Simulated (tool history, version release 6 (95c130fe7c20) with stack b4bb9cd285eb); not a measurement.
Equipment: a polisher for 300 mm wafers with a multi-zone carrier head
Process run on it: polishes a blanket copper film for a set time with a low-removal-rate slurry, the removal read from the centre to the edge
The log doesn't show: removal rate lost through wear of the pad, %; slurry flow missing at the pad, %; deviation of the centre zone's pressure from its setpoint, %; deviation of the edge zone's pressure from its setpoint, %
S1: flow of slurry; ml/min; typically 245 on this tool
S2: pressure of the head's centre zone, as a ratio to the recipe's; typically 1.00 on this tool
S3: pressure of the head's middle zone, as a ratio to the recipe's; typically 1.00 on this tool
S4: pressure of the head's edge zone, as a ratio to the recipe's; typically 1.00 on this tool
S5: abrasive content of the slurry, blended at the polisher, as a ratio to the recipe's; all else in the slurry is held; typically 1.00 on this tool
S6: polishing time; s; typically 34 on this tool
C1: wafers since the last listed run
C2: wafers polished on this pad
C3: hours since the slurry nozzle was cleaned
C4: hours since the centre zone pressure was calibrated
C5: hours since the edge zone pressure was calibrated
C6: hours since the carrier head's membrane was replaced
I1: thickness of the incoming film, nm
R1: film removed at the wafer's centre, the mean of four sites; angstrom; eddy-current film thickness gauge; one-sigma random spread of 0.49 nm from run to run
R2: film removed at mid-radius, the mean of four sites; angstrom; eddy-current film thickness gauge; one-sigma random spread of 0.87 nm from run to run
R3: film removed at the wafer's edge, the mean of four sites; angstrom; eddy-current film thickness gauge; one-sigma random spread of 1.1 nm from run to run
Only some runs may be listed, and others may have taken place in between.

run,hour,S1,S2,S3,S4,S5,S6,C1,C2,C3,C4,C5,C6,I1,R1,R2,R3
1,0.0,245,1.00,1.00,1.00,1.00,34,0,573,47.8,178.6,945.9,1493.5,1448.6,704,720,725
# hour 3.1: edge zone pressure recalibrated
2,50.7,245,1.00,1.00,1.00,1.10,34,289,863,98.5,229.3,47.6,1544.2,1426.9,716,745,704
# hour 210.6: carrier head's membrane replaced by a new one
3,273.1,245,1.00,1.00,1.00,1.10,34,1292,2155,320.9,451.7,270.0,62.5,1412.6,686,709,707
4,341.0,245,1.00,1.00,1.00,1.00,41,403,2559,388.8,519.6,337.9,130.4,1408.2,790,821,809
5,416.0,245,1.00,1.00,1.06,1.00,38,445,3005,463.8,594.6,412.9,205.4,1417.9,735,744,789
6,475.4,245,1.00,0.93,1.00,1.00,34,353,3358,523.2,654.0,472.3,264.8,1430.5,650,639,683
7,512.9,245,1.00,1.00,1.00,1.00,34,222,3581,560.7,691.5,509.8,302.3,1426.5,649,677,666
# hour 557.3: slurry nozzle cleaned
# hour 589.8: worn pad replaced by a new one
8,608.8,245,1.00,1.00,1.07,1.00,40,540,113,51.5,787.4,605.7,398.2,1428.7,818,873,846
9,662.1,245,1.00,1.00,1.00,1.25,34,316,430,104.8,840.7,659.0,451.5,1434.3,749,759,755
10,703.1,290,1.06,1.08,1.03,1.00,34,243,673,145.8,881.7,700.0,492.5,1433.4,749,763,715
# hour 801.4: edge zone pressure recalibrated
# hour 998.0: centre zone pressure recalibrated
11,1026.6,245,0.97,0.93,1.00,1.00,44,1899,2573,469.3,28.6,225.2,816.0,1435.8,814,853,859
12,1130.7,245,1.00,1.00,1.00,0.80,34,618,3192,573.4,132.7,329.3,920.1,1428.4,593,616,611
# hour 1163.5: worn pad replaced by a new one
# hour 1176.3: slurry nozzle cleaned
13,1226.3,245,1.06,0.88,1.00,0.70,27,538,367,50.0,228.3,424.9,1015.7,1430.9,506,456,477
14,1281.2,315,1.11,1.00,1.00,1.00,34,326,693,104.9,283.2,479.8,1070.6,1414.6,801,744,731
15,1385.1,245,1.00,1.00,1.04,1.10,34,617,1311,208.8,387.1,583.7,1174.5,1415.3,700,709,730
16,1443.3,310,0.96,0.96,1.00,1.00,27,346,1657,267.0,445.3,641.9,1232.7,1434.7,531,562,567
17,1527.4,245,1.00,1.00,1.00,1.00,34,500,2157,351.1,529.4,726.0,1316.8,1421.4,658,685,662
18,1620.4,210,1.03,0.89,1.00,0.90,34,552,2710,444.1,622.4,819.0,1409.8,1434.8,617,578,629
# hour 1644.2: edge zone pressure recalibrated
19,1665.7,245,1.00,1.00,1.08,1.00,34,257,2967,489.4,667.7,21.5,1455.1,1439.2,648,693,686
# hour 1719.4: worn pad replaced by a new one
# hour 1738.6: slurry nozzle cleaned
20,1759.7,215,1.00,1.00,1.00,1.15,28,529,233,21.1,761.7,115.5,1549.1,1438.3,595,602,612
21,1854.8,310,1.00,1.00,1.00,0.90,34,565,798,116.2,856.8,210.6,1644.2,1416.5,677,698,697

Measured result minus the same run's result without the hidden state. Both carry the same run-to-run variation, though not necessarily the same gauge scatter:
run,R1,R2,R3
1,-11,-10,-7
2,-20,-19,-13
3,-50,-47,-35
4,-67,-62,-44
5,-67,-61,-47
6,-63,-55,-42
7,-65,-60,-43
8,-13,-13,-10
9,-22,-21,-15
10,-25,-23,-16
11,-76,-71,-52
12,-61,-56,-40
13,-9,-8,-6
14,-20,-17,-12
15,-42,-38,-29
16,-29,-28,-21
17,-56,-52,-37
18,-72,-60,-47
19,-66,-63,-45
20,-10,-8,-6
21,-22,-21,-15
